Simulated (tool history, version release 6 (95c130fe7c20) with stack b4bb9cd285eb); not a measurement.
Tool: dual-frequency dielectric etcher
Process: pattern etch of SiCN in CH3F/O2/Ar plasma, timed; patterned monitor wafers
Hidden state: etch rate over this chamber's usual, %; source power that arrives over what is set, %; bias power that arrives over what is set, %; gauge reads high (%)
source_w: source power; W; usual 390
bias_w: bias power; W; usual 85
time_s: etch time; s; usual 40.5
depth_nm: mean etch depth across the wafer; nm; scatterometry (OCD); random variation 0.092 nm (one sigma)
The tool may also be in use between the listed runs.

| run | day | source_w | bias_w | time_s | wafers since the last listed run | hours since the last wet clean | hours since the last source power generator calibration | hours since the last bias power generator calibration | hours since the last upper electrode change | hours since the gauge calibration | read-back reference wafer on the same gauge, depth_nm | depth_nm |
|---|---|---|---|---|---|---|---|---|---|---|---|---|
| 1 | 0 | 340 | 85 | 40.5 | 0 | 426.8 | 2685.4 | 2975.4 | 874.7 | 499.8 | 13.51 | 15.71 |
|  | 2.8 | wet clean of the chamber |
| 2 | 4.429 | 340 | 85 | 40.5 | 1727 | 39.1 | 2791.7 | 3081.7 | 981 | 606.1 | 13.5 | 15.33 |
| 3 | 7.638 | 340 | 85 | 40.5 | 1616 | 116.1 | 2868.7 | 3158.7 | 1058 | 683.1 | 13.5 | 15.56 |
| 4 | 10.496 | 390 | 100 | 40.5 | 1440 | 184.7 | 2937.3 | 3227.3 | 1126.6 | 751.7 | 13.51 | 17.54 |
| 5 | 13.867 | 390 | 100 | 40.5 | 1698 | 265.6 | 3018.2 | 3308.2 | 1207.5 | 832.6 | 13.51 | 17.64 |
| 6 | 17.4 | 390 | 100 | 40.5 | 1780 | 350.4 | 3103 | 3393 | 1292.3 | 917.4 | 13.52 | 17.94 |
| 7 | 20.708 | 390 | 75 | 40.5 | 1666 | 429.8 | 3182.4 | 3472.4 | 1371.7 | 996.8 | 13.49 | 15.82 |
| 8 | 22.492 | 390 | 75 | 40.5 | 898 | 472.6 | 3225.2 | 3515.2 | 1414.5 | 1039.6 | 13.49 | 16.01 |
|  | 24.933 | bias power generator calibrated |
|  | 25.212 | wet clean of the chamber |
| 9 | 26.508 | 390 | 85 | 40.5 | 1800 | 31.1 | 3321.6 | 37.8 | 1510.9 | 1136 | 13.51 | 14.95 |
| 10 | 29.517 | 390 | 85 | 40.5 | 1515 | 103.3 | 3393.8 | 110 | 1583.1 | 1208.2 | 13.52 | 15.27 |
| 11 | 33.212 | 390 | 85 | 40.5 | 1862 | 192 | 3482.5 | 198.7 | 1671.8 | 1296.9 | 13.48 | 15.22 |
| 12 | 36.033 | 390 | 70 | 47 | 1421 | 259.7 | 3550.2 | 266.4 | 1739.5 | 1364.6 | 13.49 | 16.28 |
|  | 36.267 | source power generator calibrated |
| 13 | 39.292 | 390 | 68 | 49 | 1557 | 337.9 | 72.6 | 344.6 | 1817.7 | 1442.8 | 13.48 | 17.2 |
|  | 41.1 | gauge calibrated |
|  | 41.283 | wet clean of the chamber, repeated, since the last time left the tool worse |
| 14 | 43.758 | 300 | 70 | 32 | 1746 | 59.4 | 179.8 | 451.8 | 1924.9 | 63.8 | 13.49 | 10.48 |
| 15 | 56.675 | 330 | 101 | 51.5 | 6507 | 369.4 | 489.8 | 761.8 | 2234.9 | 373.8 | 13.48 | 21.04 |

The next listed run, before its measurement:
|  | 60.592 | upper electrode replaced |
| 16 | 60.612 | 390 | 94 | 52 | 1479 | 463.9 | 584.3 | 856.3 | 0.5 | 468.3 | ? | ? |

Run 16 gave read-back reference wafer on the same gauge, depth_nm 13.52, depth_nm 22.04 nm.
Without the tool's hidden state the same run would have given depth_nm 21.46 nm.

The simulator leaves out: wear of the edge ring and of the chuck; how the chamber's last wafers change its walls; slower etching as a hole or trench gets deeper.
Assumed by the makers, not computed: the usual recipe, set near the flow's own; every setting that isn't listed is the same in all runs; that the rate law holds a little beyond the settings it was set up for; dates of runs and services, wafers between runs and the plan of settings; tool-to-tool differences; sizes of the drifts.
